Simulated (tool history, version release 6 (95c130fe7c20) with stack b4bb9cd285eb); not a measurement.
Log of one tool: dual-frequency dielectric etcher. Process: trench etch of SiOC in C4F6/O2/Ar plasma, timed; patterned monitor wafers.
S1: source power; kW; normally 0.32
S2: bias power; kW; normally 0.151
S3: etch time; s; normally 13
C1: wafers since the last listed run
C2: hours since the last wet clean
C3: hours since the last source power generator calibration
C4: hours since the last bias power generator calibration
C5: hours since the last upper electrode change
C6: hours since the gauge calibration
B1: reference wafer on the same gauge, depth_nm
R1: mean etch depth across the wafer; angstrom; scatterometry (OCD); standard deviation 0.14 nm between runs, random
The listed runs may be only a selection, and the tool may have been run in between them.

run,hour,S1,S2,S3,C1,C2,C3,C4,C5,C6,B1,R1
1,0,0.32,0.151,13,0,209.1,2008.4,4247.6,6155.2,26.9,21.93,226.2
2,9,0.32,0.151,13,197,218.1,2017.4,4256.6,6164.2,35.9,22.01,228.9
3,21.6,0.32,0.151,13,276,230.7,2030,4269.2,6176.8,48.5,22.04,225.2
4,39.2,0.32,0.151,13,386,248.3,2047.6,4286.8,6194.4,66.1,21.99,225.1
5,50.9,0.32,0.151,13,257,260,2059.3,4298.5,6206.1,77.8,21.96,226.4
6,88.9,0.32,0.151,13,835,298,2097.3,4336.5,6244.1,115.8,21.96,225.9
# hour 113.5: wet clean of the chamber
7,114,0.32,0.151,13,24,0.5,2122.4,4361.6,6269.2,140.9,21.96,233.8
# hour 116.2: gauge calibrated
8,117.5,0.32,0.151,13,76,4,2125.9,4365.1,6272.7,1.3,22.05,233.8
9,124.8,0.32,0.151,13,160,11.3,2133.2,4372.4,6280,8.6,21.97,231.6
# hour 137.4: bias power generator calibrated
# hour 154.2: upper electrode replaced
10,154.7,0.32,0.151,13,200,41.2,2163.1,17.3,0.5,38.5,21.99,232.4
11,155,0.32,0.151,13,6,41.5,2163.4,17.6,0.8,38.8,21.97,229.6
12,165.1,0.34,0.125,15.5,221,51.6,2173.5,27.7,10.9,48.9,22,272.2
13,173.4,0.26,0.175,10.5,182,59.9,2181.8,36,19.2,57.2,21.96,177.6
14,188.6,0.38,0.151,10,334,75.1,2197,51.2,34.4,72.4,22.01,188.6
15,197.1,0.27,0.132,13,186,83.6,2205.5,59.7,42.9,80.9,22.06,208.6
16,205.7,0.32,0.124,11.5,189,92.2,2214.1,68.3,51.5,89.5,21.98,195.3
# hour 219.4: source power generator calibrated
17,219.9,0.38,0.167,10,224,106.4,0.5,82.5,65.7,103.7,21.99,190.8
18,229,0.32,0.128,11,200,115.5,9.6,91.6,74.8,112.8,22.08,185.9
19,235.8,0.32,0.151,13,149,122.3,16.4,98.4,81.6,119.6,21.98,225
# hour 270: gauge calibrated
20,278,0.32,0.151,13,927,164.5,58.6,140.6,123.8,8,21.96,226.5
21,294.6,0.32,0.151,13,364,181.1,75.2,157.2,140.4,24.6,22.03,225.6
22,301.8,0.35,0.139,16.5,158,188.3,82.4,164.4,147.6,31.8,21.99,289.5

Some steps in R1, run to run, broken into two amounts with sign: the step expected even without the hidden condition (settings, incoming material, random variation), and the rest, left for the hidden condition together with whatever gauge scatter is not in both the measured and the hidden-condition-free result:
Hidden state present: etch rate over this chamber's usual, %; source power that arrives over what is set, %; bias power that arrives over what is set, %; gauge reads high (%).
Run 6 -> 7: wet clean of the chamber. R1 +7.9 angstrom: hidden state +8.6, all else -0.7.
Run 12 -> 13: S1 0.34 -> 0.26, S2 0.125 -> 0.175, S3 15.5 -> 10.5. R1 -94.6 angstrom: hidden state +0.7, all else -95.3.
Run 21 -> 22: S1 0.32 -> 0.35, S2 0.151 -> 0.139, S3 13 -> 16.5. R1 +63.9 angstrom: hidden state -2.2, all else +66.1.
